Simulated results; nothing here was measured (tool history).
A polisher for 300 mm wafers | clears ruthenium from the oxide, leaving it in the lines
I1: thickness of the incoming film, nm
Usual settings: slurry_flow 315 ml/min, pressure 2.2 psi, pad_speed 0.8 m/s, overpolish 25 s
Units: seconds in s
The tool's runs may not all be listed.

run 1 hour=0 | slurry_flow=315 pressure=2.2 pad_speed=0.8 overpolish=25 | I1=149.4 | seconds=143.3
run 2 hour=54.6 | slurry_flow=245 pressure=2.7 pad_speed=0.8 overpolish=25 | I1=150.6 | seconds=130.1
run 3 hour=133.4 | slurry_flow=315 pressure=2.6 pad_speed=0.74 overpolish=25 | I1=147.7 | seconds=140.7
-- hour=162.1 head pressure recalibrated
run 4 hour=202.3 | slurry_flow=315 pressure=2.2 pad_speed=0.8 overpolish=25 | I1=147.5 | seconds=139.2
-- hour=337.5 worn pad replaced by a new one
run 5 hour=489 | slurry_flow=315 pressure=2.2 pad_speed=0.8 overpolish=25 | I1=153.1 | seconds=155.2
-- hour=505.6 slurry nozzle cleaned, repeated, since the last time left the tool worse
run 6 hour=584 | slurry_flow=315 pressure=2.2 pad_speed=0.8 overpolish=25 | I1=147.2 | seconds=135.8
run 7 hour=675.8 | slurry_flow=315 pressure=2.2 pad_speed=0.8 overpolish=25 | I1=149.2 | seconds=137.4
run 8 hour=759 | slurry_flow=315 pressure=2.2 pad_speed=0.8 overpolish=25 | I1=152.6 | seconds=142.3
run 9 hour=833.5 | slurry_flow=315 pressure=2.2 pad_speed=0.8 overpolish=25 | I1=152.3 | seconds=137.9
-- hour=865 head pressure recalibrated
run 10 hour=898.7 | slurry_flow=315 pressure=2.2 pad_speed=0.7 overpolish=25 | I1=151 | seconds=159.2
run 11 hour=941.8 | slurry_flow=315 pressure=2.2 pad_speed=0.7 overpolish=25 | I1=149.5 | seconds=158.8
-- hour=1001.4 worn pad replaced by a new one
run 12 hour=1014.1 | slurry_flow=315 pressure=2.5 pad_speed=0.8 overpolish=25 | I1=151.7 | seconds=128
run 13 hour=1107.6 | slurry_flow=315 pressure=2.2 pad_speed=1.06 overpolish=25 | I1=149.3 | seconds=103.7
run 14 hour=1189.4 | slurry_flow=315 pressure=2.6 pad_speed=0.74 overpolish=25 | I1=152.5 | seconds=139.6
run 15 hour=1281.1 | slurry_flow=280 pressure=2.6 pad_speed=0.56 overpolish=40 | I1=149.8 | seconds=179.1
run 16 hour=1348.4 | slurry_flow=365 pressure=2.2 pad_speed=0.8 overpolish=37 | I1=150.1 | seconds=137.9
-- hour=1358.8 slurry nozzle cleaned
run 17 hour=1391.6 | slurry_flow=280 pressure=2.6 pad_speed=0.56 overpolish=40 | I1=152.5 | seconds=181.4
run 18 hour=1440 | slurry_flow=315 pressure=1.6 pad_speed=0.62 overpolish=25 | I1=151.3 | seconds=212.5
run 19 hour=1485.6 | slurry_flow=270 pressure=2.2 pad_speed=0.94 overpolish=12 | I1=151.8 | seconds=120.2
-- hour=1573.5 head pressure recalibrated
run 20 hour=1577.4 | slurry_flow=315 pressure=2.2 pad_speed=0.8 overpolish=25 | I1=151.5 | seconds=138.4
run 21 hour=1656.7 | slurry_flow=390 pressure=2.2 pad_speed=0.8 overpolish=36 | I1=148.4 | seconds=132.8
run 22 hour=1700.1 | slurry_flow=315 pressure=2.2 pad_speed=0.8 overpolish=25 | I1=151.4 | seconds=142.3
-- hour=1741.1 worn pad replaced by a new one
run 23 hour=1847.1 | slurry_flow=395 pressure=2.2 pad_speed=0.8 overpolish=25 | I1=151.2 | seconds=135.7
run 24 hour=1904.8 | slurry_flow=225 pressure=2.2 pad_speed=0.8 overpolish=25 | I1=151.8 | seconds=145.9
run 25 hour=1971 | slurry_flow=315 pressure=2.2 pad_speed=0.8 overpolish=30 | I1=148.4 | seconds=135.8
run 26 hour=2022 | slurry_flow=315 pressure=2.2 pad_speed=0.8 overpolish=25 | I1=150.4 | seconds=139.4
run 27 hour=2059 | slurry_flow=270 pressure=2.2 pad_speed=1.06 overpolish=34 | I1=151.1 | seconds=109.7
run 28 hour=2134.4 | slurry_flow=400 pressure=2.7 pad_speed=0.66 overpolish=39 | I1=150.3 | seconds=145
run 29 hour=2179.2 | slurry_flow=315 pressure=2.2 pad_speed=0.68 overpolish=25 | I1=148.5 | seconds=160.2
-- hour=2225 slurry nozzle cleaned
run 30 hour=2272.9 | slurry_flow=315 pressure=2.2 pad_speed=0.8 overpolish=21 | I1=150.9 | seconds=136.7
-- hour=2340.2 head pressure recalibrated
run 31 hour=2347.5 | slurry_flow=260 pressure=2.2 pad_speed=0.6 overpolish=25 | I1=150.2 | seconds=186.8
-- hour=2383.4 worn pad replaced by a new one
run 32 hour=2391.6 | slurry_flow=370 pressure=3 pad_speed=1.06 overpolish=13 | I1=148.8 | seconds=84.6
run 33 hour=2491.2 | slurry_flow=315 pressure=2.6 pad_speed=0.66 overpolish=25 | I1=150.5 | seconds=149.6
run 34 hour=2533.3 | slurry_flow=270 pressure=2.2 pad_speed=0.8 overpolish=25 | I1=151.7 | seconds=140.7
run 35 hour=2809.9 | slurry_flow=315 pressure=2.2 pad_speed=0.8 overpolish=25 | I1=152.8 | seconds=142

Forecast each of these 5 alternatives for the next run:
run A hour=2810.4 | slurry_flow=315 pressure=1.5 pad_speed=0.8 overpolish=25 | I1=152.4 | seconds=?
run B hour=2810.4 | slurry_flow=260 pressure=1.7 pad_speed=0.94 overpolish=25 | I1=152.4 | seconds=?
run C hour=2810.4 | slurry_flow=225 pressure=2.2 pad_speed=0.66 overpolish=25 | I1=152.4 | seconds=?
run D hour=2810.4 | slurry_flow=285 pressure=1.5 pad_speed=0.8 overpolish=25 | I1=152.4 | seconds=?
run E hour=2810.4 | slurry_flow=280 pressure=2.2 pad_speed=0.8 overpolish=25 | I1=152.4 | seconds=?

run=A seconds=171.5
run=B seconds=139.2
run=C seconds=173.8
run=D seconds=173.1
run=E seconds=140.3
Without the tool's hidden state the same runs would have given:
run=A seconds=169.4
run=B seconds=137.2
run=C seconds=171
run=D seconds=170.8
run=E seconds=138.4

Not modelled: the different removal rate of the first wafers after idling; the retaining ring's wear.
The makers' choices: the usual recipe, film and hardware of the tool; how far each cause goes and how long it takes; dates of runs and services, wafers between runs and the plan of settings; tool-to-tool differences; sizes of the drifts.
